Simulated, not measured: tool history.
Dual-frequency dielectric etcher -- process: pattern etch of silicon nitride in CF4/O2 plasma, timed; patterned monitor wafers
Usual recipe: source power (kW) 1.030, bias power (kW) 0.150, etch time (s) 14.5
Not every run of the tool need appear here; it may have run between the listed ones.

run,hour,source power (kW),bias power (kW),etch time (s),wafers since the last listed run,hours since the last wet clean,hours since the last source power generator calibration,hours since the last bias power generator calibration,hours since the last upper electrode change,hours since the gauge calibration,"read-back reference wafer on the same gauge, depth_nm",mean etch depth across the wafer (angstrom)
1,0.0,1.030,0.150,14.5,0,88.3,2509.2,1484.7,1363.4,1731.8,59.7,582
2,59.1,1.030,0.150,12.0,771,147.4,2568.3,1543.8,1422.5,1790.9,59.7,478
3,150.3,1.030,0.150,14.5,1189,238.6,2659.5,1635.0,1513.7,1882.1,59.7,575
# hour 227.8: bias power generator calibrated
4,240.9,1.030,0.150,14.5,1129,329.2,2750.1,13.1,1604.3,1972.7,59.7,574
5,341.7,1.030,0.150,14.5,1315,430.0,2850.9,113.9,1705.1,2073.5,59.7,566
6,435.2,1.030,0.150,14.5,1219,523.5,2944.4,207.4,1798.6,2167.0,59.7,564
7,497.8,1.030,0.121,14.5,816,586.1,3007.0,270.0,1861.2,2229.6,59.7,515
# hour 574.4: wet clean of the chamber
8,584.9,0.880,0.127,12.5,823,10.5,3094.1,357.1,1948.3,2316.7,59.7,407
# hour 661.7: gauge calibrated
9,678.0,0.790,0.150,11.0,1214,103.6,3187.2,450.2,2041.4,16.3,59.7,342
10,766.5,1.030,0.150,14.5,1154,192.1,3275.7,538.7,2129.9,104.8,59.7,574
11,835.7,0.810,0.150,16.0,902,261.3,3344.9,607.9,2199.1,174.0,59.7,513
12,899.6,1.030,0.183,14.5,833,325.2,3408.8,671.8,2263.0,237.9,59.7,611
13,982.3,0.830,0.164,17.0,1079,407.9,3491.5,754.5,2345.7,320.6,59.7,566
14,1084.6,0.790,0.140,11.5,1334,510.2,3593.8,856.8,2448.0,422.9,59.8,345
# hour 1256.4: upper electrode replaced
15,1268.2,0.870,0.150,18.5,2082,693.8,3777.4,1040.4,11.8,606.5,59.7,609
16,1335.1,1.030,0.150,14.5,872,760.7,3844.3,1107.3,78.7,673.4,59.6,548

Predict the results of run 17:
# hour 1362.6: wet clean of the chamber
17,1380.8,0.960,0.182,15.5,283,18.2,3890.0,1153.0,124.4,719.1,?,?

Run 17 measured read-back reference wafer on the same gauge, depth_nm 59.7, mean etch depth across the wafer (angstrom) 624.
The same run, on a tool lacking any hidden state, would have yielded mean etch depth across the wafer (angstrom) 601.
